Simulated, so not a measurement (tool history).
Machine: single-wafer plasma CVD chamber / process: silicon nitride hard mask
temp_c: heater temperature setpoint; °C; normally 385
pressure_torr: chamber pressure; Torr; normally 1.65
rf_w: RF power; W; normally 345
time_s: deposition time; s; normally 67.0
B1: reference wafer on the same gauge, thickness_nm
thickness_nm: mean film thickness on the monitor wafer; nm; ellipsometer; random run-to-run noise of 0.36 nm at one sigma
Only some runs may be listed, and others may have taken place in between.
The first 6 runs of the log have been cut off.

Run 7, hour 144.9: usual settings but temp_c 390 °C; B1 69.933. Result: thickness_nm 82.715 nm.
Run 8, hour 179.4: usual settings; B1 69.720. Result: thickness_nm 82.333 nm.
Run 9, hour 200.0: usual settings but temp_c 393 °C, time_s 72.9 s; B1 69.802. Result: thickness_nm 88.235 nm.
Run 10, hour 219.8: usual settings but pressure_torr 1.49 Torr, rf_w 305 W, time_s 78.0 s; B1 69.818. Result: thickness_nm 82.868 nm.
Run 11, hour 244.7: usual settings; B1 69.732. Result: thickness_nm 82.646 nm.
Run 12, hour 278.4: usual settings but rf_w 290 W; B1 69.705. Result: thickness_nm 70.704 nm.
Run 13, hour 290.7: usual settings; B1 69.842. Result: thickness_nm 82.763 nm.
At hour 327.1: capacitance manometer re-zeroed and calibrated.
At hour 332.0: showerhead replaced.
Run 14, hour 332.5: usual settings; B1 69.721. Result: thickness_nm 82.371 nm.
At hour 333.9: gauge calibrated.
Run 15, hour 335.3: usual settings but temp_c 394 °C, rf_w 280 W; B1 69.765. Result: thickness_nm 68.219 nm.
Run 16, hour 351.3: usual settings but temp_c 397 °C, rf_w 395 W, time_s 78.9 s; B1 69.790. Result: thickness_nm 106.441 nm.
At hour 368.0: RF generator calibrated.
Run 17, hour 368.5: usual settings but temp_c 400 °C, pressure_torr 1.44 Torr, rf_w 290 W, time_s 62.5 s; B1 69.842. Result: thickness_nm 62.726 nm.
Run 18, hour 389.5: usual settings but pressure_torr 2.02 Torr; B1 69.771. Result: thickness_nm 88.327 nm.
Run 19, hour 406.7: usual settings but pressure_torr 1.83 Torr, rf_w 370 W, time_s 75.3 s; B1 69.723. Result: thickness_nm 101.354 nm.
Run 20, hour 424.7: usual settings; B1 69.763. Result: thickness_nm 81.793 nm.
Run 21, hour 489.9: usual settings but temp_c 400 °C, pressure_torr 1.44 Torr, rf_w 290 W, time_s 62.5 s; B1 69.854. Result: thickness_nm 62.259 nm.

What does the tool deliver on the next run?
Run 22, hour 518.9: usual settings but rf_w 295 W, time_s 72.9 s; B1 ?. Result: thickness_nm ?.

For run 22 the tool returned B1 69.784, thickness_nm 78.506 nm.
Were there no unlogged condition in the tool, this run, its random variation unchanged, would have produced thickness_nm 78.506 nm.
